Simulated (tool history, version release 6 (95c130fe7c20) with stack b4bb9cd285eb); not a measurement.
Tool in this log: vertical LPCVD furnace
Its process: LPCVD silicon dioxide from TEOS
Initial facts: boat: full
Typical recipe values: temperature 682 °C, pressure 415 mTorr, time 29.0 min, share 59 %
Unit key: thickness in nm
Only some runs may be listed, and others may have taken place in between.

| run | hour | temperature | pressure | time | share | read-back reference wafer on the same gauge, thickness | thickness |
|---|---|---|---|---|---|---|---|
| 1 | 0.0 | 682 | 415 | 29.0 | 67 | 134.02 | 186.61 |
|  | 215.2 | TEOS flow controller replaced |
| 2 | 233.8 | 682 | 415 | 29.0 | 67 | 133.98 | 189.14 |
| 3 | 322.1 | 682 | 415 | 29.0 | 59 | 133.99 | 176.46 |
|  | 390.3 | pressure gauge zeroed |
| 4 | 408.9 | 682 | 415 | 29.0 | 59 | 133.88 | 174.22 |
| 5 | 452.9 | 682 | 415 | 29.0 | 59 | 133.94 | 174.39 |
| 6 | 521.0 | 682 | 415 | 29.0 | 59 | 133.97 | 174.36 |
| 7 | 603.4 | 682 | 415 | 29.0 | 59 | 134.14 | 174.88 |
| 8 | 664.2 | 682 | 415 | 29.0 | 59 | 134.05 | 174.76 |
|  | 692.2 | gauge calibrated |
| 9 | 729.8 | 682 | 415 | 29.0 | 59 | 133.91 | 175.21 |
| 10 | 829.8 | 682 | 415 | 29.0 | 59 | 134.06 | 174.96 |
| 11 | 967.4 | 682 | 415 | 29.0 | 59 | 134.01 | 175.23 |
| 12 | 1013.2 | 682 | 415 | 36.5 | 54 | 133.96 | 210.87 |
| 13 | 1068.3 | 682 | 480 | 29.0 | 48 | 133.91 | 170.18 |
| 14 | 1135.9 | 687 | 495 | 32.0 | 59 | 133.99 | 238.32 |
|  | 1231.6 | thermocouples replaced and temperature profile calibrated |
| 15 | 1245.5 | 690 | 415 | 29.0 | 69 | 133.95 | 216.73 |
| 16 | 1312.2 | 677 | 345 | 34.5 | 66 | 133.91 | 169.63 |
| 17 | 1394.8 | 682 | 440 | 29.0 | 59 | 133.98 | 170.45 |
| 18 | 1439.9 | 682 | 415 | 29.0 | 49 | 133.94 | 151.27 |
| 19 | 1512.8 | 689 | 415 | 35.5 | 59 | 134.08 | 241.99 |
| 20 | 1599.9 | 682 | 415 | 29.0 | 59 | 133.99 | 166.52 |
| 21 | 1654.3 | 682 | 415 | 29.0 | 59 | 133.99 | 167.53 |
| 22 | 1756.3 | 682 | 495 | 29.0 | 59 | 134.00 | 181.45 |
| 23 | 1814.5 | 688 | 415 | 17.5 | 59 | 134.04 | 116.65 |
| 24 | 1917.8 | 694 | 315 | 32.0 | 59 | 134.03 | 213.35 |
| 25 | 1983.4 | 673 | 415 | 20.5 | 59 | 134.01 | 95.08 |
| 26 | 2087.6 | 682 | 415 | 29.0 | 59 | 133.98 | 167.37 |
| 27 | 2179.7 | 682 | 415 | 29.0 | 59 | 134.14 | 168.33 |
| 28 | 2245.9 | 682 | 350 | 29.0 | 59 | 134.00 | 154.95 |
| 29 | 2285.0 | 678 | 415 | 29.0 | 59 | 134.09 | 152.93 |
| 30 | 2389.1 | 682 | 465 | 29.0 | 64 | 134.04 | 185.40 |
| 31 | 2427.5 | 682 | 415 | 29.0 | 59 | 134.01 | 168.61 |

Some steps in thickness, run to run, broken into two amounts with sign: the step expected even without the hidden condition (settings, incoming material, random variation), and the rest, left for the hidden condition together with whatever gauge scatter is not in both the measured and the hidden-condition-free result:
Hidden state at play: true tube temperature minus thermocouple reading, K; true pressure minus gauge reading, mTorr; deviation of the TEOS flow from its setpoint, %; gauge reads high (%).
Run 3 -> 4: pressure gauge zeroed. thickness -2.24 nm: hidden state -2.85, all else +0.61.
Run 13 -> 14: temperature 682 -> 687, pressure 480 -> 495, time 29.0 -> 32.0, share 48 -> 59. thickness +68.14 nm: hidden state +4.57, all else +63.57.
Run 14 -> 15: temperature 687 -> 690, pressure 495 -> 415, time 32.0 -> 29.0, share 59 -> 69, thermocouples replaced and temperature profile calibrated. thickness -21.59 nm: hidden state -13.83, all else -7.76.
Run 18 -> 19: temperature 682 -> 689, time 29.0 -> 35.5, share 49 -> 59. thickness +90.72 nm: hidden state +1.41, all else +89.31.
Run 23 -> 24: temperature 688 -> 694, pressure 415 -> 315, time 17.5 -> 32.0. thickness +96.70 nm: hidden state +2.66, all else +94.04.
Run 24 -> 25: temperature 694 -> 673, pressure 315 -> 415, time 32.0 -> 20.5. thickness -118.27 nm: hidden state -2.74, all else -115.53.

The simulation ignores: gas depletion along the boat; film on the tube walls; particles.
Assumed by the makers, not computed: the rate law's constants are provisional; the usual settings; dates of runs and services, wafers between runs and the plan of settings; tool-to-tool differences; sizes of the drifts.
